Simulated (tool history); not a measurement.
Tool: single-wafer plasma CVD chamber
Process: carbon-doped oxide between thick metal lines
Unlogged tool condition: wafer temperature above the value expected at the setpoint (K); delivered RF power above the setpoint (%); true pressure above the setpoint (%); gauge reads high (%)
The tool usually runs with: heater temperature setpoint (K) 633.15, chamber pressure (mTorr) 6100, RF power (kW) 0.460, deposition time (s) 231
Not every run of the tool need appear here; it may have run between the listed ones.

| run | hour | heater temperature setpoint (K) | chamber pressure (mTorr) | RF power (kW) | deposition time (s) | wafers since the last listed run | hours since the last thermocouple change | hours since the last RF generator calibration | hours since the last manometer calibration | hours since the showerhead was replaced | hours since the gauge calibration | read-back reference wafer on the same gauge, thickness_nm | mean film thickness on the monitor wafer (nm) |
|---|---|---|---|---|---|---|---|---|---|---|---|---|---|
| 1 | 0.0 | 633.15 | 6620 | 0.535 | 231 | 0 | 2146.5 | 979.2 | 140.4 | 2234.0 | 1802.7 | 1169.936 | 1269.459 |
|  | 8.7 | showerhead replaced |
| 2 | 24.5 | 633.15 | 6100 | 0.460 | 231 | 137 | 2171.0 | 1003.7 | 164.9 | 15.8 | 1827.2 | 1170.067 | 1173.636 |
| 3 | 61.5 | 633.15 | 6100 | 0.460 | 231 | 307 | 2208.0 | 1040.7 | 201.9 | 52.8 | 1864.2 | 1170.127 | 1171.060 |
| 4 | 123.4 | 633.15 | 6100 | 0.460 | 231 | 514 | 2269.9 | 1102.6 | 263.8 | 114.7 | 1926.1 | 1170.312 | 1167.074 |
| 5 | 163.5 | 633.15 | 6100 | 0.460 | 231 | 333 | 2310.0 | 1142.7 | 303.9 | 154.8 | 1966.2 | 1169.920 | 1164.216 |
|  | 176.6 | gauge calibrated |
| 6 | 192.5 | 633.15 | 6100 | 0.460 | 231 | 241 | 2339.0 | 1171.7 | 332.9 | 183.8 | 15.9 | 1170.351 | 1166.361 |
| 7 | 228.1 | 633.15 | 5280 | 0.460 | 251 | 296 | 2374.6 | 1207.3 | 368.5 | 219.4 | 51.5 | 1170.009 | 1247.686 |
| 8 | 289.3 | 633.15 | 5280 | 0.460 | 251 | 509 | 2435.8 | 1268.5 | 429.7 | 280.6 | 112.7 | 1169.870 | 1242.293 |
| 9 | 347.5 | 633.15 | 6690 | 0.535 | 231 | 484 | 2494.0 | 1326.7 | 487.9 | 338.8 | 170.9 | 1170.024 | 1268.344 |
| 10 | 418.1 | 633.15 | 6100 | 0.460 | 231 | 587 | 2564.6 | 1397.3 | 558.5 | 409.4 | 241.5 | 1170.115 | 1171.242 |
|  | 454.6 | thermocouple changed; heater temperature recalibrated |
| 11 | 455.1 | 625.15 | 5050 | 0.460 | 261 | 241 | 0.5 | 1434.3 | 595.5 | 446.4 | 278.5 | 1169.749 | 1320.942 |
| 12 | 489.0 | 633.15 | 6100 | 0.460 | 231 | 281 | 34.4 | 1468.2 | 629.4 | 480.3 | 312.4 | 1169.753 | 1169.599 |
| 13 | 533.8 | 633.15 | 4840 | 0.525 | 212 | 372 | 79.2 | 1513.0 | 674.2 | 525.1 | 357.2 | 1170.280 | 1103.667 |
| 14 | 581.2 | 633.15 | 6100 | 0.460 | 197 | 394 | 126.6 | 1560.4 | 721.6 | 572.5 | 404.6 | 1169.917 | 995.639 |
|  | 708.1 | RF generator calibrated |
| 15 | 762.0 | 633.15 | 6100 | 0.460 | 231 | 1437 | 307.4 | 53.9 | 902.4 | 753.3 | 585.4 | 1170.659 | 1171.975 |
| 16 | 802.4 | 619.15 | 5370 | 0.460 | 231 | 336 | 347.8 | 94.3 | 942.8 | 793.7 | 625.8 | 1169.941 | 1198.231 |
| 17 | 845.9 | 633.15 | 6100 | 0.460 | 231 | 361 | 391.3 | 137.8 | 986.3 | 837.2 | 669.3 | 1170.112 | 1171.861 |
| 18 | 871.4 | 619.15 | 7250 | 0.535 | 198 | 212 | 416.8 | 163.3 | 1011.8 | 862.7 | 694.8 | 1169.911 | 1136.558 |
| 19 | 898.0 | 639.15 | 6100 | 0.460 | 203 | 221 | 443.4 | 189.9 | 1038.4 | 889.3 | 721.4 | 1170.280 | 1015.974 |
|  | 928.5 | capacitance manometer re-zeroed and calibrated |
| 20 | 955.4 | 637.15 | 4980 | 0.495 | 243 | 410 | 500.8 | 247.3 | 26.9 | 946.7 | 778.8 | 1169.930 | 1227.439 |
| 21 | 992.6 | 633.15 | 6100 | 0.460 | 231 | 309 | 538.0 | 284.5 | 64.1 | 983.9 | 816.0 | 1170.219 | 1167.986 |
| 22 | 1043.7 | 628.15 | 7070 | 0.460 | 231 | 425 | 589.1 | 335.6 | 115.2 | 1035.0 | 867.1 | 1170.453 | 1199.644 |
| 23 | 1213.0 | 647.15 | 6100 | 0.435 | 260 | 1408 | 758.4 | 504.9 | 284.5 | 1204.3 | 1036.4 | 1170.015 | 1239.335 |
| 24 | 1251.8 | 633.15 | 6100 | 0.460 | 231 | 322 | 797.2 | 543.7 | 323.3 | 1243.1 | 1075.2 | 1170.298 | 1168.486 |
| 25 | 1293.4 | 626.15 | 6940 | 0.460 | 214 | 346 | 838.8 | 585.3 | 364.9 | 1284.7 | 1116.8 | 1170.007 | 1120.078 |
| 26 | 1333.7 | 633.15 | 6100 | 0.460 | 231 | 335 | 879.1 | 625.6 | 405.2 | 1325.0 | 1157.1 | 1170.171 | 1173.146 |

Run 27, settings as shown, results not yet in. Your forecast:
| 27 | 1376.6 | 633.15 | 6100 | 0.460 | 231 | 356 | 922.0 | 668.5 | 448.1 | 1367.9 | 1200.0 | ? | ? |

{"run 27": {"read-back reference wafer on the same gauge, thickness_nm": 1170.651, "mean film thickness on the monitor wafer (nm)": 1168.908}}
With the hidden condition absent and the run-to-run variation left alone, this run would have shown mean film thickness on the monitor wafer (nm) 1168.908.

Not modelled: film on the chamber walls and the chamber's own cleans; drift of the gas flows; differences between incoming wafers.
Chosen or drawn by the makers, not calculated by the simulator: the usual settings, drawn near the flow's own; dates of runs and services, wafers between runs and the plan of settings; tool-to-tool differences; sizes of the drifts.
